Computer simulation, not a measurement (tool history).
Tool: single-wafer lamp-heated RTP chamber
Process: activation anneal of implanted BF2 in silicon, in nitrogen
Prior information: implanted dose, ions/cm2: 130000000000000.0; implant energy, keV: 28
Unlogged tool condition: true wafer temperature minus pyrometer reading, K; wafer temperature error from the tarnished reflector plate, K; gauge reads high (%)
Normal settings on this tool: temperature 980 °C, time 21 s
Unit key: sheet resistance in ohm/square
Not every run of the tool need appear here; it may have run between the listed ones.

run    hour  temperature  time  wafers since the last listed run  wafers since the last pyrometer calibration  wafers since the reflector plate was cleaned  hours since the gauge calibration  read-back reference wafer on the same gauge, sheet resistance  sheet resistance
  1     0.0          970    24                                 0                                         1928                                           984                              412.6                                                         677.82            715.99
  2    59.5          970    24                               765                                         2694                                          1750                              472.1                                                         678.35            716.08
  3    90.8          970    24                               402                                         3097                                          2153                              503.4                                                         678.15            717.28
  4   125.9          980    21                               451                                         3549                                          2605                              538.5                                                         678.27            714.29
  5   166.9          980    21                               527                                         4077                                          3132                              579.5                                                         678.23            712.94
      190.9  -- pyrometer window cleaned and pyrometer calibrated
      207.6  -- reflector plate cleaned
  6   376.0          965    15                              2485                                         2279                                          2167                              788.6                                                         677.78            725.52
  7   409.5          965    15                               431                                         2710                                          2598                              822.1                                                         677.76            723.18
  8   473.7          980    14                               826                                         3536                                          3425                              886.3                                                         678.02            716.44
      531.2  -- reflector plate cleaned
  9   540.7          980    21                               759                                         4296                                           122                              953.3                                                         677.82            712.07
      562.2  -- pyrometer window cleaned and pyrometer calibrated
 10   586.1          980    21                               481                                          307                                           604                              998.7                                                         677.94            715.37
 11   654.0          968    26                               874                                         1181                                          1478                             1066.6                                                         678.46            719.73
 12   689.0          967    33                               450                                         1631                                          1928                             1101.6                                                         678.27            718.25
      723.4  -- gauge calibrated
 13   755.8          980    21                               859                                         2491                                          2788                               32.4                                                         678.14            714.98
      801.9  -- reflector plate cleaned
 14   802.4          980    33                               496                                         2988                                             6                               79.0                                                         677.89            712.25
 15   827.3          972    29                               320                                         3308                                           326                              103.9                                                         677.93            715.23
 16   881.5          980    21                               697                                         4006                                          1024                              158.1                                                         678.11            713.67
      941.3  -- pyrometer window cleaned and pyrometer calibrated
 17   949.2          962    13                               768                                          101                                          1792                              225.8                                                         678.22            734.10
 18  1011.1          951    16                               796                                          898                                          2589                              287.7                                                         678.23            745.76
 19  1045.3         1005    33                               440                                         1338                                          3029                              321.9                                                         678.07            705.91
     1087.1  -- reflector plate cleaned
 20  1179.5          968    29                              1624                                         2962                                          1189                              456.1                                                         677.66            718.01

Below are 3 alternative next runs, each starting from the tool's condition after run 20. Predict each:
  A  1179.9          980    21                                 5                                         2968                                          1194                              456.5                                                              ?                 ?
  B  1179.9          998    12                                 5                                         2968                                          1194                              456.5                                                              ?                 ?
  C  1179.9          980    27                                 5                                         2968                                          1194                              456.5                                                              ?                 ?

run  read-back reference wafer on the same gauge, sheet resistance  sheet resistance
  A                                                         678.05            712.61
  B                                                         678.05            711.57
  C                                                         678.05            711.02
The same runs, with their run-to-run variation unchanged, on a tool lacking any hidden condition would have given:
run  sheet resistance
  A            715.82
  B            713.32
  C            713.96

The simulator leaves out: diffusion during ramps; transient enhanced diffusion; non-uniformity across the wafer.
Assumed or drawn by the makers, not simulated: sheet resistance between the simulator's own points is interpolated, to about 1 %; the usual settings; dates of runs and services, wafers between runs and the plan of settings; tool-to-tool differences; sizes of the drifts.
